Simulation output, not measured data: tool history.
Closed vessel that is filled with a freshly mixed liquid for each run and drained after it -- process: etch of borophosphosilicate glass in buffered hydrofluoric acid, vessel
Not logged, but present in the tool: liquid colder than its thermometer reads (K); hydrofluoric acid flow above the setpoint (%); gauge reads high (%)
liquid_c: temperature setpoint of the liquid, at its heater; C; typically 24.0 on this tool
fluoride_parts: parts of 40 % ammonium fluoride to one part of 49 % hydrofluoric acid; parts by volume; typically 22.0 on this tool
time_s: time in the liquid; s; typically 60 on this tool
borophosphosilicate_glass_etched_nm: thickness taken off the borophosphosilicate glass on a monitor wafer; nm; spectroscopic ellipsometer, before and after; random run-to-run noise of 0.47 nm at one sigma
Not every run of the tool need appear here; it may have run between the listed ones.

run   hour  liquid_c  fluoride_parts  time_s  wafers since the last listed run  hours since the thermometer was replaced  hours since the hydrofluoric acid flow meter was replaced  hours since the gauge calibration  read-back film thickness of the borophosphosilicate glass reference wafer, read on the same gauge (nm)  borophosphosilicate_glass_etched_nm
  1    0.0      24.0            22.0      60                                 0                                     457.7                                                     1276.0                              498.7                                                                                                  110.01                                61.12
  2   13.5      24.0            22.0      60                              1743                                     471.2                                                     1289.5                              512.2                                                                                                  110.01                                61.73
  3   37.2      24.0            22.0      60                              3060                                     494.9                                                     1313.2                              535.9                                                                                                  110.03                                62.78
  4   72.1      24.0            22.0      40                              4507                                     529.8                                                     1348.1                              570.8                                                                                                  110.01                                41.10
  5   90.4      24.0            22.0      40                              2363                                     548.1                                                     1366.4                              589.1                                                                                                  109.98                                41.42
  6  122.1      24.0            22.0      40                              4093                                     579.8                                                     1398.1                              620.8                                                                                                  109.99                                41.19
  7  134.8      24.0            22.0      60                              1640                                     592.5                                                     1410.8                              633.5                                                                                                  110.00                                62.53
  8  216.0      24.0            22.0      60                             10486                                     673.7                                                     1492.0                              714.7                                                                                                  109.99                                61.61
  9  229.7      24.0            22.0      60                              1769                                     687.4                                                     1505.7                              728.4                                                                                                  110.01                                60.82
 10  253.0      24.0            22.0      60                              3009                                     710.7                                                     1529.0                              751.7                                                                                                  110.01                                61.43
 11  284.3      24.0            22.0      60                              4042                                     742.0                                                     1560.3                              783.0                                                                                                  109.99                                61.34
 12  303.6      24.0            22.0      60                              2492                                     761.3                                                     1579.6                              802.3                                                                                                  110.00                                61.67
 13  326.8      24.0            22.0      60                              2996                                     784.5                                                     1602.8                              825.5                                                                                                  110.02                                61.80
 14  362.5      22.0            17.0      60                              4610                                     820.2                                                     1638.5                              861.2                                                                                                  109.99                                70.25
     367.1  -- gauge calibrated
 15  390.9      22.5            22.0      30                              3667                                     848.6                                                     1666.9                               23.8                                                                                                  109.99                                28.18
     421.6  -- thermometer replaced
 16  426.7      24.0            22.0      60                              4494                                       5.1                                                     1702.7                               59.6                                                                                                  109.99                                65.24
 17  439.4      24.0            13.5      30                              1640                                      17.8                                                     1715.4                               72.3                                                                                                  110.00                                53.21
 18  456.3      22.5            17.5      70                              2182                                      34.7                                                     1732.3                               89.2                                                                                                  110.01                                88.10
 19  472.2      24.0            22.0      60                              2053                                      50.6                                                     1748.2                              105.1                                                                                                  110.00                                64.57
     493.6  -- hydrofluoric acid flow meter replaced
 20  503.3      24.0            29.0      45                              3887                                      81.7                                                        9.7                              136.2                                                                                                  110.01                                36.94
 21  537.3      20.5            22.0      60                              4390                                     115.7                                                       43.7                              170.2                                                                                                  110.03                                49.38
 22  554.6      24.0            13.5      40                              2234                                     133.0                                                       61.0                              187.5                                                                                                  110.01                                62.51
 23  577.5      26.0            17.0      60                              2957                                     155.9                                                       83.9                              210.4                                                                                                  110.01                                84.30
 24  597.1      25.5            22.0      60                              2531                                     175.5                                                      103.5                              230.0                                                                                                  110.00                                64.33
 25  613.8      24.0            19.0      70                              2156                                     192.2                                                      120.2                              246.7                                                                                                  110.00                                78.48
 26  629.2      24.0            15.0      60                              1988                                     207.6                                                      135.6                              262.1                                                                                                  110.01                                85.78
 27  647.8      24.0            22.0      60                              2402                                     226.2                                                      154.2                              280.7                                                                                                  109.98                                59.04
 28  729.1      24.0            22.0      60                             10499                                     307.5                                                      235.5                              362.0                                                                                                  110.03                                59.49
 29  744.9      24.0            22.0      60                              2040                                     323.3                                                      251.3                              377.8                                                                                                  109.99                                60.31
 30  777.2      24.0            30.0      60                              4171                                     355.6                                                      283.6                              410.1                                                                                                  110.03                                48.12
 31  807.7      24.0            22.0      60                              3938                                     386.1                                                      314.1                              440.6                                                                                                  110.01                                58.97

Here are 4 independent what-if runs from the current tool condition. What would each one return?
  A  808.4      24.0            22.0      60                                90                                     386.8                                                      314.8                              441.3                                                                                                       ?                                    ?
  B  808.4      22.0            19.0      85                                90                                     386.8                                                      314.8                              441.3                                                                                                       ?                                    ?
  C  808.4      21.0            22.0      45                                90                                     386.8                                                      314.8                              441.3                                                                                                       ?                                    ?
  D  808.4      24.0            30.0      35                                90                                     386.8                                                      314.8                              441.3                                                                                                       ?                                    ?

run  read-back film thickness of the borophosphosilicate glass reference wafer, read on the same gauge (nm)  borophosphosilicate_glass_etched_nm
  A                                                                                                  109.99                                59.43
  B                                                                                                  109.99                                85.34
  C                                                                                                  109.99                                37.80
  D                                                                                                  109.99                                27.98
Without the tool's unlogged condition, the same runs would have read:
run  borophosphosilicate_glass_etched_nm
  A                                60.57
  B                                86.46
  C                                38.55
  D                                28.52
